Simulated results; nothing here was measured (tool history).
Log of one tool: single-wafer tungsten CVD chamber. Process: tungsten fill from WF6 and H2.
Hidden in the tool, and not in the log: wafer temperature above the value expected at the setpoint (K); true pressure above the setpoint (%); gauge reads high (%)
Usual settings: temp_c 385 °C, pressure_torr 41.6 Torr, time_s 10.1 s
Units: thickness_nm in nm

run   hour  temp_c  pressure_torr  time_s  wafers since the last listed run  hours since the last thermocouple change  hours since the last manometer calibration  hours since the showerhead was replaced  hours since the gauge calibration  read-back reference wafer on the same gauge, thickness_nm  thickness_nm
  1      0     385           41.6    10.1                                 0                                    1597.8                                      1523.1                                   4502.8                               68.8                                                     26.665        22.024
  2   20.4     385           41.6    10.1                               540                                    1618.2                                      1543.5                                   4523.2                               89.2                                                     26.685        22.033
  3   36.4     385           41.6    10.1                               424                                    1634.2                                      1559.5                                   4539.2                              105.2                                                     26.687        21.584
  4   44.2     385           43.8    10.1                               206                                      1642                                      1567.3                                     4547                                113                                                     26.694        22.108
  5   60.1     385           43.8    10.1                               421                                    1657.9                                      1583.2                                   4562.9                              128.9                                                     26.664         22.16
  6   68.8     385           41.6    11.6                               230                                    1666.6                                      1591.9                                   4571.6                              137.6                                                     26.717        24.888
  7   82.6     385           41.6    11.6                               365                                    1680.4                                      1605.7                                   4585.4                              151.4                                                     26.717        25.041
  8   94.4     385           41.6    10.1                               312                                    1692.2                                      1617.5                                   4597.2                              163.2                                                     26.709         21.54
  9  107.6     385           34.2    10.1                               349                                    1705.4                                      1630.7                                   4610.4                              176.4                                                     26.758         20.35
 10  123.6     385           34.2    10.1                               424                                    1721.4                                      1646.7                                   4626.4                              192.4                                                     26.711        20.438
 11  132.9     379           41.6    10.1                               246                                    1730.7                                        1656                                   4635.7                              201.7                                                     26.671        19.417
 12  149.6     379           41.6    10.1                               442                                    1747.4                                      1672.7                                   4652.4                              218.4                                                     26.668        19.325
     158.7  -- thermocouple changed; heater temperature recalibrated
     166.3  -- capacitance manometer re-zeroed and calibrated
 13  166.8     379           41.6    10.1                                40                                       8.1                                         0.5                                   4669.6                              235.6                                                     26.659        21.496
 14  175.4     377           41.6    10.1                               227                                      16.7                                         9.1                                   4678.2                              244.2                                                     26.695        20.496
 15  185.2     385           41.6    10.1                               259                                      26.5                                        18.9                                     4688                                254                                                      26.68        23.443
 16  198.7     376           35.5    11.1                               357                                        40                                        32.4                                   4701.5                              267.5                                                     26.707         21.12
 17  209.5     385           38.8     8.7                               286                                      50.8                                        43.2                                   4712.3                              278.3                                                     26.714        20.002
 18  217.7     385           38.3    10.1                               217                                        59                                        51.4                                   4720.5                              286.5                                                     26.691        23.076
 19  226.5     378           45.4     9.4                               233                                      67.8                                        60.2                                   4729.3                              295.3                                                     26.674        19.957
 20  238.8     385           41.6    10.1                               325                                      80.1                                        72.5                                   4741.6                              307.6                                                     26.768        23.747
 21  246.1     385           38.3    10.1                               193                                      87.4                                        79.8                                   4748.9                              314.9                                                     26.704        22.846
 22  263.3     385           38.3    10.1                               455                                     104.6                                          97                                   4766.1                              332.1                                                     26.632        22.925
 23  275.4     385             47    11.1                               320                                     116.7                                       109.1                                   4778.2                              344.2                                                      26.73        26.934
 24  290.1     385             49       9                               389                                     131.4                                       123.8                                   4792.9                              358.9                                                     26.712        22.087
     303.2  -- showerhead replaced
     317.5  -- gauge calibrated
 25  329.8     385           48.6    10.1                               840                                     171.1                                       163.5                                     26.6                               12.3                                                     26.715        24.789
 26  344.9     381           44.6     8.2                               400                                     186.2                                       178.6                                     41.7                               27.4                                                     26.665        17.975
 27  351.7     370           51.3     8.7                               180                                       193                                       185.4                                     48.5                               34.2                                                     26.688        16.531
 28  362.8     385           41.6    10.9                               294                                     204.1                                       196.5                                     59.6                               45.3                                                     26.678        25.374
 29  372.4     397           45.4    11.9                               254                                     213.7                                       206.1                                     69.2                               54.9                                                     26.655        35.021
 30  400.2     385           47.7    10.1                               736                                     241.5                                       233.9                                       97                               82.7                                                     26.747        24.175

Measured less the same run without the tool's hidden state. The same run-to-run variation is in both; the gauge's scatter may not be:
run  thickness_nm
  1        -2.161
  2        -2.193
  3        -2.173
  4        -2.237
  5        -2.267
  6        -2.562
  7        -2.603
  8        -2.256
  9        -2.152
 10        -2.185
 11        -2.152
 12        -2.166
 13         -0.31
 14        -0.309
 15        -0.356
 16        -0.352
 17        -0.336
 18        -0.399
 19        -0.368
 20        -0.443
 21        -0.437
 22        -0.464
 23        -0.566
 24        -0.485
 25        -0.609
 26        -0.464
 27        -0.454
 28        -0.677
 29        -0.905
 30        -0.705
